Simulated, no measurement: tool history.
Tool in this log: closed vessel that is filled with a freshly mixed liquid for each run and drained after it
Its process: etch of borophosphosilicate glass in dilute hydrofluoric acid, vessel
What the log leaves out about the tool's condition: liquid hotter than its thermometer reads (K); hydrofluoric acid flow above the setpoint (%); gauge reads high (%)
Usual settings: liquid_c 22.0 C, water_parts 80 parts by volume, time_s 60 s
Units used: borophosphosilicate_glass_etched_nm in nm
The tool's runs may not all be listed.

run	hour	liquid_c	water_parts	time_s	wafers since the last listed run	hours since the thermometer was replaced	hours since the hydrofluoric acid flow meter was replaced	hours since the gauge calibration	read-back film thickness of the borophosphosilicate glass reference wafer, read on the same gauge (nm)	borophosphosilicate_glass_etched_nm
1	0.0	22.0	80	60	0	1204.2	1309.3	243.0	140.01	68.05
2	17.6	22.0	80	60	1449	1221.8	1326.9	260.6	140.00	69.02
3	26.2	22.0	80	60	708	1230.4	1335.5	269.2	140.01	68.72
# hour 41.8: thermometer replaced
4	43.8	22.0	80	60	1367	2.0	1353.1	286.8	140.01	67.96
5	61.1	22.0	80	60	1424	19.3	1370.4	304.1	140.01	68.64
6	70.9	22.0	80	60	807	29.1	1380.2	313.9	139.98	68.95
7	87.7	22.0	80	60	1383	45.9	1397.0	330.7	139.95	69.27
# hour 92.2: gauge calibrated
8	103.7	22.0	80	60	1317	61.9	1413.0	11.5	139.98	69.37
9	114.8	22.0	80	60	914	73.0	1424.1	22.6	139.95	68.59
10	132.4	22.0	80	60	1449	90.6	1441.7	40.2	140.06	69.27
11	139.7	22.0	80	60	601	97.9	1449.0	47.5	140.01	69.55
12	150.9	22.0	80	60	922	109.1	1460.2	58.7	139.98	69.67
13	158.5	23.5	95	60	625	116.7	1467.8	66.3	140.00	60.96
14	167.0	22.0	80	60	700	125.2	1476.3	74.8	139.99	69.26
15	184.2	18.0	90	75	1416	142.4	1493.5	92.0	140.01	64.27
# hour 191.9: hydrofluoric acid flow meter replaced
16	194.8	22.0	100	75	790	153.0	2.9	102.6	139.96	57.68
17	208.6	22.0	45	60	1136	166.8	16.7	116.4	139.99	110.17
18	215.4	22.0	80	60	560	173.6	23.5	123.2	140.01	59.68

Run 19 is up next; what results do you expect?
19	226.9	22.0	80	85	947	185.1	35.0	134.7	?	?

Run 19 yielded read-back film thickness of the borophosphosilicate glass reference wafer, read on the same gauge (nm) 140.04, borophosphosilicate_glass_etched_nm 84.30 nm.
With no hidden state in the tool, this same run would have given borophosphosilicate_glass_etched_nm 83.95 nm.
